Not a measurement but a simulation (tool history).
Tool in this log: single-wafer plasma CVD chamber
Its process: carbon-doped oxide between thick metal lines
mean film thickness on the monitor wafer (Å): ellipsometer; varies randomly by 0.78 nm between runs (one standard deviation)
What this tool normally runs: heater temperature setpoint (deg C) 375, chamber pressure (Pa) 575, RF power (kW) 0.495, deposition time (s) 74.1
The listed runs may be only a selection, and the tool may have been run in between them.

run	day	heater temperature setpoint (deg C)	chamber pressure (Pa)	RF power (kW)	deposition time (s)	read-back reference wafer on the same gauge, thickness_nm	mean film thickness on the monitor wafer (Å)
1	0	375	575	0.495	74.1	361.673	3133.18
2	0.733	375	575	0.495	74.1	362.361	3135.2
3	1.021	375	575	0.495	74.1	361.869	3137.53
4	1.433	375	575	0.495	74.1	361.696	3148.62
5	1.829	375	575	0.495	74.1	361.882	3131.93
6	2.375	375	575	0.495	74.1	362.116	3146.18
7	2.708	375	575	0.495	74.1	362.257	3144.03
8	3.242	375	575	0.495	74.1	362.258	3129.16
9	4.688	375	575	0.495	74.1	361.885	3290.24
10	5.058	375	575	0.495	74.1	362.083	3293.29
11	5.346	375	575	0.495	74.1	361.928	3305.78
12	5.629	375	575	0.495	74.1	361.981	3298.26
13	6.346	375	575	0.495	74.1	361.987	3283.55
14	8.062	375	575	0.43	67	362.096	2733.75
15	8.075	381	575	0.495	81.1	361.584	3553.69
16	8.738	385	535	0.405	84.2	361.739	3223.55
17	9.383	375	575	0.495	74.1	362.082	3279.32
18	10.112	375	575	0.535	80.6	361.932	3711.09
19	10.817	383	524	0.495	74.1	362.122	3196.39
20	11.329	368	523	0.59	82.4	362.052	3996.75
21	11.796	375	575	0.495	74.1	361.75	3261.2
22	12.671	375	693	0.495	74.1	361.712	3321.63
23	14.471	366	644	0.425	84.1	362.085	3454.64
24	14.925	367	575	0.58	74.1	362.23	3591.54
25	15.179	375	575	0.41	74.1	361.97	2901.08
26	15.875	380	661	0.585	74.1	362.117	3583.58
27	16.512	375	575	0.44	82.3	361.829	3358.42
28	17.058	375	575	0.495	74.1	362.168	3238.15
29	18.208	371	575	0.495	74.1	361.962	3258.3

Between the runs listed above, the log contained 5 entries, not reproduced here. Where in the sequence does each belong, and how does what the log doesn't record of the tool's condition differ from the listed run before to the listed run after?
In the gap between runs 8 and 9: RF generator calibrated (day 4.442)
  delivered RF power above the setpoint (%): -8.61 -> -0.387
  measured less the result without the state, mean film thickness on the monitor wafer (Å): -160.09 -> -7.12
In the gap between runs 9 and 10: capacitance manometer re-zeroed and calibrated (day 5.038)
  delivered RF power above the setpoint (%): -0.387 -> -0.498
  measured less the result without the state, mean film thickness on the monitor wafer (Å): -7.12 -> -9.17
In the gap between runs 13 and 14: showerhead replaced (day 8.042)
  delivered RF power above the setpoint (%): -0.871 -> -1.34
  measured less the result without the state, mean film thickness on the monitor wafer (Å): -16.04 -> -23.98
In the gap between runs 15 and 16: gauge calibrated (day 8.479)
  delivered RF power above the setpoint (%): -1.35 -> -1.52
  measured less the result without the state, mean film thickness on the monitor wafer (Å): -26.91 -> -32.06
In the gap between runs 21 and 22: thermocouple changed; heater temperature recalibrated (day 12.65)
  delivered RF power above the setpoint (%): -2.27 -> -2.47
  measured less the result without the state, mean film thickness on the monitor wafer (Å): -41.98 -> -46.59
